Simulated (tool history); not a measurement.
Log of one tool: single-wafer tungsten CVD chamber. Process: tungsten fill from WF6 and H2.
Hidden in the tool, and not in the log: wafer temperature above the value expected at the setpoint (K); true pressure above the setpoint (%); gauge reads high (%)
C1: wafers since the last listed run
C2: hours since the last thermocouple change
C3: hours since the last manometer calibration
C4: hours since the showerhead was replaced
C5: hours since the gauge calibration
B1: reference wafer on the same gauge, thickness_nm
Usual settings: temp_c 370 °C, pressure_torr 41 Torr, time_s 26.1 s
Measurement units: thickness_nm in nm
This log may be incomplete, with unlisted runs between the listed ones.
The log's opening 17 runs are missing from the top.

run 18 hour=889.2 | temp_c=370 pressure_torr=37.9 time_s=26.1 | C1=1247 C2=1717.6 C3=1908.5 C4=6390 C5=284.8 | B1=48.831 | thickness_nm=41.099
-- hour=929.4 capacitance manometer re-zeroed and calibrated
run 19 hour=931.1 | temp_c=358 pressure_torr=30.9 time_s=28 | C1=909 C2=1759.5 C3=1.7 C4=6431.9 C5=326.7 | B1=48.968 | thickness_nm=30.567
-- hour=954.5 thermocouple changed; heater temperature recalibrated
run 20 hour=957.7 | temp_c=356 pressure_torr=48.1 time_s=26.1 | C1=498 C2=3.2 C3=28.3 C4=6458.5 C5=353.3 | B1=48.921 | thickness_nm=31.945
run 21 hour=1010.4 | temp_c=358 pressure_torr=34.6 time_s=23.7 | C1=1413 C2=55.9 C3=81 C4=6511.2 C5=406 | B1=48.98 | thickness_nm=26.892
-- hour=1055.2 showerhead replaced
run 22 hour=1067.8 | temp_c=370 pressure_torr=41 time_s=26.1 | C1=1325 C2=113.3 C3=138.4 C4=12.6 C5=463.4 | B1=49.04 | thickness_nm=41.977
run 23 hour=1102.9 | temp_c=375 pressure_torr=47.2 time_s=27.6 | C1=941 C2=148.4 C3=173.5 C4=47.7 C5=498.5 | B1=49.055 | thickness_nm=52.848
run 24 hour=1306.8 | temp_c=360 pressure_torr=41 time_s=26.1 | C1=5469 C2=352.3 C3=377.4 C4=251.6 C5=702.4 | B1=49.334 | thickness_nm=33.321
run 25 hour=1355.1 | temp_c=370 pressure_torr=48.9 time_s=21.9 | C1=1295 C2=400.6 C3=425.7 C4=299.9 C5=750.7 | B1=49.44 | thickness_nm=38.278
run 26 hour=1400.5 | temp_c=359 pressure_torr=49.1 time_s=30.3 | C1=1217 C2=446 C3=471.1 C4=345.3 C5=796.1 | B1=49.468 | thickness_nm=40.539
run 27 hour=1434.7 | temp_c=370 pressure_torr=41 time_s=26.1 | C1=917 C2=480.2 C3=505.3 C4=379.5 C5=830.3 | B1=49.57 | thickness_nm=42.821
run 28 hour=1493.2 | temp_c=370 pressure_torr=38 time_s=30.5 | C1=1569 C2=538.7 C3=563.8 C4=438 C5=888.8 | B1=49.75 | thickness_nm=48.858
run 29 hour=1530.6 | temp_c=370 pressure_torr=41 time_s=26.1 | C1=1003 C2=576.1 C3=601.2 C4=475.4 C5=926.2 | B1=49.744 | thickness_nm=42.75
run 30 hour=1558.6 | temp_c=370 pressure_torr=41 time_s=26.1 | C1=751 C2=604.1 C3=629.2 C4=503.4 C5=954.2 | B1=49.798 | thickness_nm=42.717
run 31 hour=1611.6 | temp_c=385 pressure_torr=41 time_s=22.4 | C1=1421 C2=657.1 C3=682.2 C4=556.4 C5=1007.2 | B1=49.973 | thickness_nm=52.275

Alternative continuations, all from the tool just after run 31; predict every row:
run A hour=1612 | temp_c=370 pressure_torr=35.6 time_s=26.1 | C1=10 C2=657.5 C3=682.6 C4=556.8 C5=1007.6 | B1=? | thickness_nm=?
run B hour=1612 | temp_c=361 pressure_torr=35.4 time_s=24.5 | C1=10 C2=657.5 C3=682.6 C4=556.8 C5=1007.6 | B1=? | thickness_nm=?
run C hour=1612 | temp_c=376 pressure_torr=46.6 time_s=26.1 | C1=10 C2=657.5 C3=682.6 C4=556.8 C5=1007.6 | B1=? | thickness_nm=?
run D hour=1612 | temp_c=370 pressure_torr=31.9 time_s=26.1 | C1=10 C2=657.5 C3=682.6 C4=556.8 C5=1007.6 | B1=? | thickness_nm=?
run E hour=1612 | temp_c=357 pressure_torr=32.9 time_s=23.3 | C1=10 C2=657.5 C3=682.6 C4=556.8 C5=1007.6 | B1=? | thickness_nm=?

run=A B1=49.958 thickness_nm=40.652
run=B B1=49.958 thickness_nm=30.707
run=C B1=49.958 thickness_nm=51.542
run=D B1=49.958 thickness_nm=39.075
run=E B1=49.958 thickness_nm=25.788
Without the tool's unlogged condition, the same runs would have read:
run=A thickness_nm=39.719
run=B thickness_nm=30.003
run=C thickness_nm=50.359
run=D thickness_nm=38.179
run=E thickness_nm=25.196
